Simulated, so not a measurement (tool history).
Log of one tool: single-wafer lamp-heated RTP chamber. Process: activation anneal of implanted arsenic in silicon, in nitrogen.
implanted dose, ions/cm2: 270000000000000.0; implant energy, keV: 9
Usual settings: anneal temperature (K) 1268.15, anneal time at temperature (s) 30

run,hour,anneal temperature (K),anneal time at temperature (s),"read-back reference wafer on the same gauge, sheet resistance",sheet resistance of the implanted and annealed layer (ohm/square)
1,0,1268.15,30,385.91,337.37
2,52.5,1268.15,34,386.16,335.03
3,118,1268.15,30,386.26,338.87
4,188.3,1268.15,30,386.16,338.52
5,245.6,1268.15,30,385.83,338.06
# hour 263.3: pyrometer window cleaned and pyrometer calibrated
6,280.5,1268.15,30,385.83,337.88
7,310.7,1268.15,30,385.97,338.05
8,370.9,1268.15,30,386,337.67
# hour 408.4: reflector plate cleaned
9,410,1277.15,30,385.73,335.73
10,457.9,1277.15,30,385.67,336.3
11,505.2,1268.15,30,385.68,336.66
12,543,1268.15,30,385.66,337.88
13,600.9,1277.15,36,385.61,332.44
14,628.1,1268.15,30,385.48,337.61
# hour 649.5: gauge calibrated
15,688.3,1241.15,30,390.85,349.64
16,745.8,1268.15,30,390.4,342.68
# hour 779.5: pyrometer window cleaned and pyrometer calibrated
17,814,1268.15,30,390.45,340.47
# hour 870.5: reflector plate cleaned
18,871,1268.15,14,389.94,348.16
19,943.6,1245.15,16,389.22,350.27
20,1006.7,1288.15,42,389.33,330.04
21,1046.8,1268.15,16,389.12,345.88
22,1106.7,1289.15,44,389.01,329.35
23,1136.4,1297.15,39,388.83,329.73
24,1186.8,1250.15,13,388.36,351.62
25,1242.6,1286.15,38,388.06,332.04
# hour 1284.1: pyrometer window cleaned and pyrometer calibrated
26,1298.4,1254.15,47,388.23,339.84
# hour 1367.5: reflector plate cleaned
27,1368,1282.15,17,387.87,342.44
28,1558.9,1257.15,20,387.65,345.98
29,1615.1,1288.15,23,387.4,337.59
30,1678.9,1260.15,23,387.73,343.57
31,1741.6,1276.15,39,387.26,334.66
32,1811.7,1244.15,37,387.48,343.13
33,1847.7,1257.15,30,387.07,341.37
# hour 1874.8: pyrometer window cleaned and pyrometer calibrated
# hour 1877.1: reflector plate cleaned
34,1906.6,1256.15,21,387.16,345.53
35,1956.7,1268.15,30,386.92,339.33
36,2010.6,1251.15,46,386.69,340.52

Forecast each of these 4 alternatives for the next run:
A,2011,1268.15,30,?,?
B,2011,1260.15,14,?,?
C,2011,1286.15,16,?,?
D,2011,1292.15,47,?,?

run,"read-back reference wafer on the same gauge, sheet resistance",sheet resistance of the implanted and annealed layer (ohm/square)
A,387.13,340.85
B,387.13,349.38
C,387.13,342.82
D,387.13,327.3
Without the tool's hidden state the same runs would have given:
run,sheet resistance of the implanted and annealed layer (ohm/square)
A,344.47
B,353.09
C,346.46
D,330.78
